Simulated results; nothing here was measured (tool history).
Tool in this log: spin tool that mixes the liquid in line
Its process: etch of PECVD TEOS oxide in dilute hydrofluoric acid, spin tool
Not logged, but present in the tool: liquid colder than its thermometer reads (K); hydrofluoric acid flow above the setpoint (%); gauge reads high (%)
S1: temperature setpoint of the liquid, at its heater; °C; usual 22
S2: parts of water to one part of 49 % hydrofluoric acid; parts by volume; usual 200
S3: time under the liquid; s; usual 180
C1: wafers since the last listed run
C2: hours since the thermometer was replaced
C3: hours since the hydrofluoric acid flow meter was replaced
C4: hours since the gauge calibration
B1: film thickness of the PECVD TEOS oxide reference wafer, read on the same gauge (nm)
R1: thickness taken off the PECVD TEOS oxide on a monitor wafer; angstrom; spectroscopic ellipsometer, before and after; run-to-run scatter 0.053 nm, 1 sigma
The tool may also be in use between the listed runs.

| run | hour | S1 | S2 | S3 | C1 | C2 | C3 | C4 | B1 | R1 |
|---|---|---|---|---|---|---|---|---|---|---|
| 1 | 0 | 22 | 200 | 180 | 0 | 1008.9 | 1846.4 | 222.4 | 30.02 | 89.1 |
| 2 | 15.1 | 22 | 200 | 180 | 65 | 1024 | 1861.5 | 237.5 | 30.01 | 89 |
| 3 | 29 | 22 | 200 | 180 | 60 | 1037.9 | 1875.4 | 251.4 | 29.98 | 89.8 |
| 4 | 37.8 | 22 | 200 | 180 | 38 | 1046.7 | 1884.2 | 260.2 | 29.97 | 88.8 |
|  | 39.4 | gauge calibrated |
| 5 | 44 | 22 | 200 | 180 | 26 | 1052.9 | 1890.4 | 4.6 | 29.98 | 89.5 |
| 6 | 59 | 22 | 200 | 180 | 65 | 1067.9 | 1905.4 | 19.6 | 30.03 | 88.9 |
| 7 | 67.2 | 22 | 200 | 180 | 35 | 1076.1 | 1913.6 | 27.8 | 29.99 | 90 |
| 8 | 74.4 | 22 | 200 | 180 | 31 | 1083.3 | 1920.8 | 35 | 30.01 | 87.8 |
| 9 | 86 | 19.5 | 200 | 180 | 50 | 1094.9 | 1932.4 | 46.6 | 30.02 | 81.4 |
| 10 | 100.7 | 22 | 145 | 180 | 63 | 1109.6 | 1947.1 | 61.3 | 29.97 | 130.7 |
| 11 | 108.5 | 22 | 200 | 180 | 33 | 1117.4 | 1954.9 | 69.1 | 30 | 89 |
| 12 | 115.4 | 22 | 200 | 180 | 30 | 1124.3 | 1961.8 | 76 | 30.01 | 88.8 |
|  | 125.3 | thermometer replaced |
| 13 | 128.3 | 19.5 | 230 | 180 | 51 | 3 | 1974.7 | 88.9 | 29.99 | 68.6 |
| 14 | 145.5 | 25.5 | 200 | 180 | 74 | 20.2 | 1991.9 | 106.1 | 30.02 | 102 |
| 15 | 153 | 20 | 235 | 180 | 32 | 27.7 | 1999.4 | 113.6 | 29.98 | 68.4 |
| 16 | 168.2 | 22 | 200 | 180 | 66 | 42.9 | 2014.6 | 128.8 | 29.98 | 88.9 |
|  | 171.6 | hydrofluoric acid flow meter replaced |
| 17 | 183.7 | 22 | 200 | 180 | 63 | 58.4 | 12.1 | 144.3 | 30.01 | 89.6 |
| 18 | 197.4 | 22 | 160 | 250 | 59 | 72.1 | 25.8 | 158 | 29.97 | 161.8 |

The next listed run, before its measurement:
| 19 | 208.9 | 19.5 | 155 | 220 | 50 | 83.6 | 37.3 | 169.5 | ? | ? |

Run 19 produced B1 30.04, R1 133.5 angstrom.
With no hidden state in the tool, this same run would have given R1 133.5 angstrom.
